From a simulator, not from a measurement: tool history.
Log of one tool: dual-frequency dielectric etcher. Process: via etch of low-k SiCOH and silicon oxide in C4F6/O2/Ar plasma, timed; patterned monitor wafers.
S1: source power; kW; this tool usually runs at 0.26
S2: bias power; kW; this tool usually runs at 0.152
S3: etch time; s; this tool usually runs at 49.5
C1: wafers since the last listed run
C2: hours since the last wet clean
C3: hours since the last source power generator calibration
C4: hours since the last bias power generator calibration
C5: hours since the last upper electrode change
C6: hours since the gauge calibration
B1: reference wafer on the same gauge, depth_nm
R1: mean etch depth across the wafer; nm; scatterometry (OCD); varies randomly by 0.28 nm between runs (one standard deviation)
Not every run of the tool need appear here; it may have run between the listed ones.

run 1 hour=0 | S1=0.26 S2=0.152 S3=49.5 | C1=0 C2=53.2 C3=2705.7 C4=3137.4 C5=2221.5 C6=1864.7 | B1=131.1 | R1=114.6
run 2 hour=27.8 | S1=0.26 S2=0.152 S3=49.5 | C1=382 C2=81 C3=2733.5 C4=3165.2 C5=2249.3 C6=1892.5 | B1=131 | R1=114.8
run 3 hour=59.6 | S1=0.26 S2=0.152 S3=49.5 | C1=437 C2=112.8 C3=2765.3 C4=3197 C5=2281.1 C6=1924.3 | B1=131 | R1=115
run 4 hour=112.4 | S1=0.26 S2=0.152 S3=49.5 | C1=725 C2=165.6 C3=2818.1 C4=3249.8 C5=2333.9 C6=1977.1 | B1=131 | R1=114.3
run 5 hour=174.9 | S1=0.26 S2=0.152 S3=49.5 | C1=859 C2=228.1 C3=2880.6 C4=3312.3 C5=2396.4 C6=2039.6 | B1=131 | R1=115.1
run 6 hour=219.9 | S1=0.26 S2=0.136 S3=49.5 | C1=618 C2=273.1 C3=2925.6 C4=3357.3 C5=2441.4 C6=2084.6 | B1=131 | R1=111.9
run 7 hour=258.4 | S1=0.29 S2=0.171 S3=49.5 | C1=529 C2=311.6 C3=2964.1 C4=3395.8 C5=2479.9 C6=2123.1 | B1=131 | R1=122.5
run 8 hour=294.2 | S1=0.28 S2=0.152 S3=40 | C1=492 C2=347.4 C3=2999.9 C4=3431.6 C5=2515.7 C6=2158.9 | B1=131 | R1=95.5
-- hour=317.5 source power generator calibrated
run 9 hour=340.3 | S1=0.26 S2=0.132 S3=54.5 | C1=578 C2=393.5 C3=22.8 C4=3477.7 C5=2561.8 C6=2205 | B1=130.9 | R1=122.3
run 10 hour=399.2 | S1=0.31 S2=0.178 S3=49.5 | C1=809 C2=452.4 C3=81.7 C4=3536.6 C5=2620.7 C6=2263.9 | B1=131 | R1=127.5
-- hour=420.4 gauge calibrated
-- hour=425.3 wet clean of the chamber
run 11 hour=458.5 | S1=0.24 S2=0.134 S3=55.5 | C1=485 C2=33.2 C3=141 C4=3595.9 C5=2680 C6=38.1 | B1=131 | R1=120.9
run 12 hour=513.3 | S1=0.24 S2=0.134 S3=57 | C1=753 C2=88 C3=195.8 C4=3650.7 C5=2734.8 C6=92.9 | B1=131.1 | R1=124.1
run 13 hour=579.1 | S1=0.26 S2=0.152 S3=49.5 | C1=904 C2=153.8 C3=261.6 C4=3716.5 C5=2800.6 C6=158.7 | B1=131 | R1=114
run 14 hour=629.5 | S1=0.28 S2=0.152 S3=49.5 | C1=692 C2=204.2 C3=312 C4=3766.9 C5=2851 C6=209.1 | B1=130.9 | R1=118.2
run 15 hour=678.7 | S1=0.24 S2=0.152 S3=59 | C1=676 C2=253.4 C3=361.2 C4=3816.1 C5=2900.2 C6=258.3 | B1=131 | R1=132.1
run 16 hour=715.5 | S1=0.26 S2=0.169 S3=39.5 | C1=505 C2=290.2 C3=398 C4=3852.9 C5=2937 C6=295.1 | B1=131 | R1=93.9
-- hour=747.6 upper electrode replaced
run 17 hour=764.9 | S1=0.26 S2=0.166 S3=40.5 | C1=349 C2=339.6 C3=447.4 C4=3902.3 C5=17.3 C6=344.5 | B1=131 | R1=95.8
run 18 hour=800.9 | S1=0.26 S2=0.152 S3=49.5 | C1=494 C2=375.6 C3=483.4 C4=3938.3 C5=53.3 C6=380.5 | B1=131 | R1=113.7
run 19 hour=849.8 | S1=0.29 S2=0.165 S3=49.5 | C1=672 C2=424.5 C3=532.3 C4=3987.2 C5=102.2 C6=429.4 | B1=131.1 | R1=121.6
-- hour=858.2 bias power generator calibrated
run 20 hour=897.5 | S1=0.26 S2=0.152 S3=49.5 | C1=600 C2=472.2 C3=580 C4=39.3 C5=149.9 C6=477.1 | B1=131 | R1=115.8
-- hour=1021.6 wet clean of the chamber
run 21 hour=1080.5 | S1=0.3 S2=0.152 S3=63.5 | C1=2185 C2=58.9 C3=763 C4=222.3 C5=332.9 C6=660.1 | B1=130.9 | R1=157.1
run 22 hour=1135.7 | S1=0.28 S2=0.169 S3=40 | C1=758 C2=114.1 C3=818.2 C4=277.5 C5=388.1 C6=715.3 | B1=130.9 | R1=98.3
run 23 hour=1202.1 | S1=0.26 S2=0.152 S3=49.5 | C1=912 C2=180.5 C3=884.6 C4=343.9 C5=454.5 C6=781.7 | B1=131 | R1=115.7
run 24 hour=1227.3 | S1=0.23 S2=0.152 S3=44 | C1=346 C2=205.7 C3=909.8 C4=369.1 C5=479.7 C6=806.9 | B1=130.9 | R1=97.8
run 25 hour=1291.6 | S1=0.23 S2=0.122 S3=49.5 | C1=883 C2=270 C3=974.1 C4=433.4 C5=544 C6=871.2 | B1=131.1 | R1=104.9
run 26 hour=1324.3 | S1=0.29 S2=0.152 S3=49.5 | C1=449 C2=302.7 C3=1006.8 C4=466.1 C5=576.7 C6=903.9 | B1=131 | R1=121
run 27 hour=1387 | S1=0.32 S2=0.164 S3=60 | C1=861 C2=365.4 C3=1069.5 C4=528.8 C5=639.4 C6=966.6 | B1=131 | R1=155.2
run 28 hour=1427.7 | S1=0.22 S2=0.152 S3=49.5 | C1=559 C2=406.1 C3=1110.2 C4=569.5 C5=680.1 C6=1007.3 | B1=131.1 | R1=107.8
run 29 hour=1479.5 | S1=0.29 S2=0.135 S3=61.5 | C1=711 C2=457.9 C3=1162 C4=621.3 C5=731.9 C6=1059.1 | B1=131 | R1=145.7

Each row is a separate what-if for the run after 29, all from the same tool condition, not one after another. Results?
run A hour=1479.9 | S1=0.26 S2=0.152 S3=49.5 | C1=5 C2=458.3 C3=1162.4 C4=621.7 C5=732.3 C6=1059.5 | B1=? | R1=?
run B hour=1479.9 | S1=0.32 S2=0.128 S3=58 | C1=5 C2=458.3 C3=1162.4 C4=621.7 C5=732.3 C6=1059.5 | B1=? | R1=?
run C hour=1479.9 | S1=0.26 S2=0.152 S3=43 | C1=5 C2=458.3 C3=1162.4 C4=621.7 C5=732.3 C6=1059.5 | B1=? | R1=?
run D hour=1479.9 | S1=0.23 S2=0.17 S3=43 | C1=5 C2=458.3 C3=1162.4 C4=621.7 C5=732.3 C6=1059.5 | B1=? | R1=?
run E hour=1479.9 | S1=0.26 S2=0.163 S3=49.5 | C1=5 C2=458.3 C3=1162.4 C4=621.7 C5=732.3 C6=1059.5 | B1=? | R1=?

run=A B1=131 R1=115.4
run=B B1=131 R1=141.9
run=C B1=131 R1=100.3
run=D B1=131 R1=97.9
run=E B1=131 R1=117.3
Stripped of hidden state, with their random variation kept, the same runs would have yielded:
run=A R1=115.7
run=B R1=142.2
run=C R1=100.5
run=D R1=98.1
run=E R1=117.5
